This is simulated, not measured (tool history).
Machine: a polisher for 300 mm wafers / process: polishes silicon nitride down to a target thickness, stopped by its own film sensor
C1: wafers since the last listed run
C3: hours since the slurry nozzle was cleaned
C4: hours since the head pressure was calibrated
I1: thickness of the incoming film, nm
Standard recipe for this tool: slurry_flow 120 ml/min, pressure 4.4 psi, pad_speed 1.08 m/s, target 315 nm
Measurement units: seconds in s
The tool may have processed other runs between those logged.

{"run": 1, "day": 0.0, "slurry_flow": 120, "pressure": 4.4, "pad_speed": 1.08, "target": 315, "C1": 0, "wafers polished on this pad": 163, "C3": 43, "C4": 126.6, "I1": 466.7, "seconds": 55}
{"run": 2, "day": 1.612, "slurry_flow": 120, "pressure": 4.4, "pad_speed": 1.08, "target": 347, "C1": 363, "wafers polished on this pad": 526, "C3": 81.7, "C4": 165.3, "I1": 470.6, "seconds": 45.4}
{"run": 3, "day": 2.817, "slurry_flow": 120, "pressure": 4.4, "pad_speed": 1.08, "target": 315, "C1": 271, "wafers polished on this pad": 797, "C3": 110.6, "C4": 194.2, "I1": 471.8, "seconds": 57.7}
{"run": 4, "day": 4.788, "slurry_flow": 120, "pressure": 4.4, "pad_speed": 1.08, "target": 315, "C1": 443, "wafers polished on this pad": 1241, "C3": 157.9, "C4": 241.5, "I1": 460.9, "seconds": 54.2}
{"run": 5, "day": 8.029, "slurry_flow": 120, "pressure": 4.4, "pad_speed": 1.08, "target": 315, "C1": 729, "wafers polished on this pad": 1971, "C3": 235.7, "C4": 319.3, "I1": 466.8, "seconds": 56.3}
{"day": 10.092, "done": "worn pad replaced by a new one"}
{"run": 6, "day": 10.438, "slurry_flow": 120, "pressure": 4.4, "pad_speed": 1.08, "target": 299, "C1": 504, "wafers polished on this pad": 77, "C3": 293.5, "C4": 377.1, "I1": 470.2, "seconds": 62.9}
{"run": 7, "day": 11.6, "slurry_flow": 120, "pressure": 4.4, "pad_speed": 1.08, "target": 315, "C1": 261, "wafers polished on this pad": 339, "C3": 321.4, "C4": 405, "I1": 467.9, "seconds": 56.8}
{"day": 11.688, "done": "slurry nozzle cleaned"}
{"run": 8, "day": 13.188, "slurry_flow": 120, "pressure": 3.6, "pad_speed": 1.08, "target": 331, "C1": 348, "wafers polished on this pad": 687, "C3": 36, "C4": 443.1, "I1": 470.6, "seconds": 63.2}
{"run": 9, "day": 15.15, "slurry_flow": 120, "pressure": 3.6, "pad_speed": 1.08, "target": 331, "C1": 441, "wafers polished on this pad": 1129, "C3": 83.1, "C4": 490.2, "I1": 475.2, "seconds": 65}
{"run": 10, "day": 16.867, "slurry_flow": 120, "pressure": 3.6, "pad_speed": 1.08, "target": 331, "C1": 386, "wafers polished on this pad": 1515, "C3": 124.3, "C4": 531.4, "I1": 473.1, "seconds": 64.5}
{"run": 11, "day": 19.692, "slurry_flow": 120, "pressure": 4.4, "pad_speed": 0.9, "target": 315, "C1": 636, "wafers polished on this pad": 2152, "C3": 192.1, "C4": 599.2, "I1": 467.5, "seconds": 65}
{"day": 20.338, "done": "worn pad replaced by a new one"}
{"run": 12, "day": 23.054, "slurry_flow": 120, "pressure": 4.4, "pad_speed": 0.9, "target": 315, "C1": 719, "wafers polished on this pad": 611, "C3": 272.8, "C4": 679.9, "I1": 466.7, "seconds": 64}
{"run": 13, "day": 24.738, "slurry_flow": 120, "pressure": 3.7, "pad_speed": 1.08, "target": 315, "C1": 379, "wafers polished on this pad": 990, "C3": 313.2, "C4": 720.3, "I1": 476.2, "seconds": 71.2}
{"day": 24.854, "done": "slurry nozzle cleaned"}
{"run": 14, "day": 26.258, "slurry_flow": 120, "pressure": 3.7, "pad_speed": 1.08, "target": 315, "C1": 333, "wafers polished on this pad": 1323, "C3": 33.7, "C4": 756.8, "I1": 461.4, "seconds": 62.9}
{"run": 15, "day": 28.562, "slurry_flow": 100, "pressure": 4.4, "pad_speed": 1.08, "target": 269, "C1": 518, "wafers polished on this pad": 1842, "C3": 89, "C4": 812.1, "I1": 474.5, "seconds": 78.7}
{"run": 16, "day": 31.221, "slurry_flow": 145, "pressure": 2.9, "pad_speed": 1.44, "target": 315, "C1": 598, "wafers polished on this pad": 2441, "C3": 152.8, "C4": 875.9, "I1": 471.1, "seconds": 67.7}
{"day": 32.179, "done": "worn pad replaced by a new one"}
{"run": 17, "day": 32.396, "slurry_flow": 120, "pressure": 4.4, "pad_speed": 0.86, "target": 315, "C1": 227, "wafers polished on this pad": 49, "C3": 181, "C4": 904.1, "I1": 464.9, "seconds": 67.3}
{"run": 18, "day": 34.771, "slurry_flow": 120, "pressure": 4.4, "pad_speed": 1.08, "target": 315, "C1": 534, "wafers polished on this pad": 583, "C3": 238, "C4": 961.1, "I1": 474.8, "seconds": 59.5}
{"run": 19, "day": 36.979, "slurry_flow": 120, "pressure": 4.4, "pad_speed": 1.08, "target": 315, "C1": 497, "wafers polished on this pad": 1081, "C3": 291, "C4": 1014.1, "I1": 475.3, "seconds": 59.6}
{"day": 37.575, "done": "slurry nozzle cleaned"}
{"run": 20, "day": 38.921, "slurry_flow": 120, "pressure": 5.2, "pad_speed": 1.42, "target": 315, "C1": 427, "wafers polished on this pad": 1508, "C3": 32.3, "C4": 1060.7, "I1": 467.8, "seconds": 38.5}
{"run": 21, "day": 40.092, "slurry_flow": 120, "pressure": 4.4, "pad_speed": 1.42, "target": 363, "C1": 263, "wafers polished on this pad": 1772, "C3": 60.4, "C4": 1088.8, "I1": 468.4, "seconds": 31.5}
{"day": 40.792, "done": "head pressure recalibrated"}
{"run": 22, "day": 42.983, "slurry_flow": 130, "pressure": 5.1, "pad_speed": 1.36, "target": 339, "C1": 632, "wafers polished on this pad": 2404, "C3": 129.8, "C4": 52.6, "I1": 472.4, "seconds": 34.9}
{"day": 43.904, "done": "worn pad replaced by a new one"}
{"run": 23, "day": 45.121, "slurry_flow": 120, "pressure": 3.1, "pad_speed": 1.08, "target": 295, "C1": 443, "wafers polished on this pad": 273, "C3": 181.1, "C4": 103.9, "I1": 476.4, "seconds": 95.4}
{"run": 24, "day": 46.3, "slurry_flow": 120, "pressure": 5.7, "pad_speed": 1.08, "target": 350, "C1": 265, "wafers polished on this pad": 539, "C3": 209.4, "C4": 132.2, "I1": 470.2, "seconds": 34.5}
{"run": 25, "day": 48.525, "slurry_flow": 105, "pressure": 4.4, "pad_speed": 1.08, "target": 315, "C1": 500, "wafers polished on this pad": 1040, "C3": 262.8, "C4": 185.6, "I1": 470.9, "seconds": 58.7}
{"run": 26, "day": 51.312, "slurry_flow": 120, "pressure": 4.4, "pad_speed": 1.08, "target": 315, "C1": 627, "wafers polished on this pad": 1667, "C3": 329.7, "C4": 252.5, "I1": 470.3, "seconds": 58.4}
{"day": 51.821, "done": "slurry nozzle cleaned"}
{"run": 27, "day": 52.375, "slurry_flow": 120, "pressure": 4.4, "pad_speed": 1.42, "target": 289, "C1": 229, "wafers polished on this pad": 1897, "C3": 13.3, "C4": 278, "I1": 471.8, "seconds": 54.6}
{"run": 28, "day": 54.962, "slurry_flow": 120, "pressure": 4.4, "pad_speed": 0.92, "target": 315, "C1": 582, "wafers polished on this pad": 2480, "C3": 75.4, "C4": 340.1, "I1": 467.7, "seconds": 63.9}

3 ways to go on from here, each from the tool as it stands after run 28. What would each give?
{"run": "A", "day": 54.979, "slurry_flow": 120, "pressure": 4.4, "pad_speed": 1.08, "target": 354, "C1": 3, "wafers polished on this pad": 2484, "C3": 75.8, "C4": 340.5, "I1": 468.4, "seconds": "?"}
{"run": "B", "day": 54.979, "slurry_flow": 120, "pressure": 5.5, "pad_speed": 1.08, "target": 315, "C1": 3, "wafers polished on this pad": 2484, "C3": 75.8, "C4": 340.5, "I1": 468.4, "seconds": "?"}
{"run": "C", "day": 54.979, "slurry_flow": 120, "pressure": 4.4, "pad_speed": 0.76, "target": 296, "C1": 3, "wafers polished on this pad": 2484, "C3": 75.8, "C4": 340.5, "I1": 468.4, "seconds": "?"}

run=A seconds=42.5
run=B seconds=45.5
run=C seconds=84.7
Take away the tool's hidden state, keep each run's random variation, and the runs would have read:
run=A seconds=42.5
run=B seconds=45.5
run=C seconds=84.7

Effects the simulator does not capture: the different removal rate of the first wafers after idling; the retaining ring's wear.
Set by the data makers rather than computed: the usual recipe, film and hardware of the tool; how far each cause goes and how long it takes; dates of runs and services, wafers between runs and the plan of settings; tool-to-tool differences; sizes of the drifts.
